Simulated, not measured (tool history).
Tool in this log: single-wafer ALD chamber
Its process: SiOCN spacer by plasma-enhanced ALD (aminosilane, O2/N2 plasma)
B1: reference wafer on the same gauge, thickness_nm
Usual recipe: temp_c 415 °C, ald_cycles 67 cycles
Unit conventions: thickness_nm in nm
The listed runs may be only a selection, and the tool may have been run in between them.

{"run": 1, "hour": 0.0, "temp_c": 415, "ald_cycles": 67, "B1": 4.662, "thickness_nm": 4.101}
{"run": 2, "hour": 12.9, "temp_c": 407, "ald_cycles": 67, "B1": 4.66, "thickness_nm": 4.226}
{"run": 3, "hour": 30.2, "temp_c": 407, "ald_cycles": 67, "B1": 4.653, "thickness_nm": 4.241}
{"run": 4, "hour": 42.8, "temp_c": 407, "ald_cycles": 67, "B1": 4.653, "thickness_nm": 4.214}
{"run": 5, "hour": 60.2, "temp_c": 415, "ald_cycles": 67, "B1": 4.648, "thickness_nm": 4.105}
{"run": 6, "hour": 67.0, "temp_c": 421, "ald_cycles": 67, "B1": 4.646, "thickness_nm": 4.019}
{"run": 7, "hour": 82.4, "temp_c": 415, "ald_cycles": 67, "B1": 4.638, "thickness_nm": 4.1}
{"run": 8, "hour": 88.9, "temp_c": 415, "ald_cycles": 67, "B1": 4.639, "thickness_nm": 4.106}
{"run": 9, "hour": 105.5, "temp_c": 415, "ald_cycles": 67, "B1": 4.635, "thickness_nm": 4.083}
{"run": 10, "hour": 116.1, "temp_c": 415, "ald_cycles": 61, "B1": 4.627, "thickness_nm": 3.709}
{"run": 11, "hour": 125.9, "temp_c": 415, "ald_cycles": 61, "B1": 4.628, "thickness_nm": 3.74}
{"run": 12, "hour": 136.2, "temp_c": 415, "ald_cycles": 61, "B1": 4.625, "thickness_nm": 3.724}
{"run": 13, "hour": 150.5, "temp_c": 415, "ald_cycles": 70, "B1": 4.621, "thickness_nm": 4.242}
{"run": 14, "hour": 159.7, "temp_c": 415, "ald_cycles": 57, "B1": 4.616, "thickness_nm": 3.473}
{"run": 15, "hour": 173.1, "temp_c": 415, "ald_cycles": 67, "B1": 4.613, "thickness_nm": 4.084}
{"hour": 175.3, "done": "gauge calibrated"}
{"run": 16, "hour": 185.4, "temp_c": 415, "ald_cycles": 75, "B1": 4.707, "thickness_nm": 4.637}
{"run": 17, "hour": 194.6, "temp_c": 415, "ald_cycles": 75, "B1": 4.704, "thickness_nm": 4.638}
{"run": 18, "hour": 200.8, "temp_c": 415, "ald_cycles": 75, "B1": 4.705, "thickness_nm": 4.649}
{"run": 19, "hour": 216.3, "temp_c": 415, "ald_cycles": 67, "B1": 4.708, "thickness_nm": 4.156}
{"run": 20, "hour": 233.0, "temp_c": 415, "ald_cycles": 67, "B1": 4.704, "thickness_nm": 4.163}
{"run": 21, "hour": 247.4, "temp_c": 415, "ald_cycles": 67, "B1": 4.706, "thickness_nm": 4.156}
{"run": 22, "hour": 259.7, "temp_c": 429, "ald_cycles": 73, "B1": 4.706, "thickness_nm": 4.299}
{"run": 23, "hour": 268.4, "temp_c": 428, "ald_cycles": 56, "B1": 4.702, "thickness_nm": 3.302}
{"run": 24, "hour": 284.6, "temp_c": 403, "ald_cycles": 80, "B1": 4.704, "thickness_nm": 5.19}
{"run": 25, "hour": 291.5, "temp_c": 405, "ald_cycles": 57, "B1": 4.701, "thickness_nm": 3.655}
{"run": 26, "hour": 300.3, "temp_c": 415, "ald_cycles": 67, "B1": 4.698, "thickness_nm": 4.145}
{"run": 27, "hour": 317.6, "temp_c": 420, "ald_cycles": 72, "B1": 4.701, "thickness_nm": 4.374}
{"hour": 328.4, "done": "thermocouple changed; heater temperature recalibrated"}
{"run": 28, "hour": 328.9, "temp_c": 415, "ald_cycles": 61, "B1": 4.697, "thickness_nm": 3.773}
{"run": 29, "hour": 338.3, "temp_c": 427, "ald_cycles": 74, "B1": 4.694, "thickness_nm": 4.379}
{"run": 30, "hour": 352.1, "temp_c": 415, "ald_cycles": 75, "B1": 4.692, "thickness_nm": 4.646}
{"run": 31, "hour": 363.8, "temp_c": 422, "ald_cycles": 57, "B1": 4.692, "thickness_nm": 3.423}
{"run": 32, "hour": 370.6, "temp_c": 406, "ald_cycles": 79, "B1": 4.693, "thickness_nm": 5.048}
{"run": 33, "hour": 381.9, "temp_c": 415, "ald_cycles": 67, "B1": 4.688, "thickness_nm": 4.148}
{"run": 34, "hour": 397.8, "temp_c": 415, "ald_cycles": 76, "B1": 4.688, "thickness_nm": 4.697}
{"run": 35, "hour": 427.9, "temp_c": 406, "ald_cycles": 56, "B1": 4.681, "thickness_nm": 3.579}
{"run": 36, "hour": 434.5, "temp_c": 415, "ald_cycles": 67, "B1": 4.684, "thickness_nm": 4.113}
{"run": 37, "hour": 444.3, "temp_c": 415, "ald_cycles": 67, "B1": 4.677, "thickness_nm": 4.13}
{"run": 38, "hour": 454.3, "temp_c": 428, "ald_cycles": 67, "B1": 4.675, "thickness_nm": 3.927}
{"run": 39, "hour": 501.4, "temp_c": 403, "ald_cycles": 67, "B1": 4.666, "thickness_nm": 4.289}
{"run": 40, "hour": 507.8, "temp_c": 415, "ald_cycles": 67, "B1": 4.664, "thickness_nm": 4.13}
{"run": 41, "hour": 516.7, "temp_c": 425, "ald_cycles": 77, "B1": 4.664, "thickness_nm": 4.568}
{"run": 42, "hour": 525.0, "temp_c": 410, "ald_cycles": 55, "B1": 4.662, "thickness_nm": 3.435}

4 options for the next run, each taken on its own from the tool as it stands now. Forecast them:
{"run": "A", "hour": 525.5, "temp_c": 415, "ald_cycles": 67, "B1": "?", "thickness_nm": "?"}
{"run": "B", "hour": 525.5, "temp_c": 426, "ald_cycles": 54, "B1": "?", "thickness_nm": "?"}
{"run": "C", "hour": 525.5, "temp_c": 411, "ald_cycles": 67, "B1": "?", "thickness_nm": "?"}
{"run": "D", "hour": 525.5, "temp_c": 411, "ald_cycles": 77, "B1": "?", "thickness_nm": "?"}

run=A B1=4.658 thickness_nm=4.114
run=B B1=4.658 thickness_nm=3.185
run=C B1=4.658 thickness_nm=4.173
run=D B1=4.658 thickness_nm=4.796
Without the tool's unlogged condition, the same runs would have read:
run=A thickness_nm=4.141
run=B thickness_nm=3.206
run=C thickness_nm=4.200
run=D thickness_nm=4.827
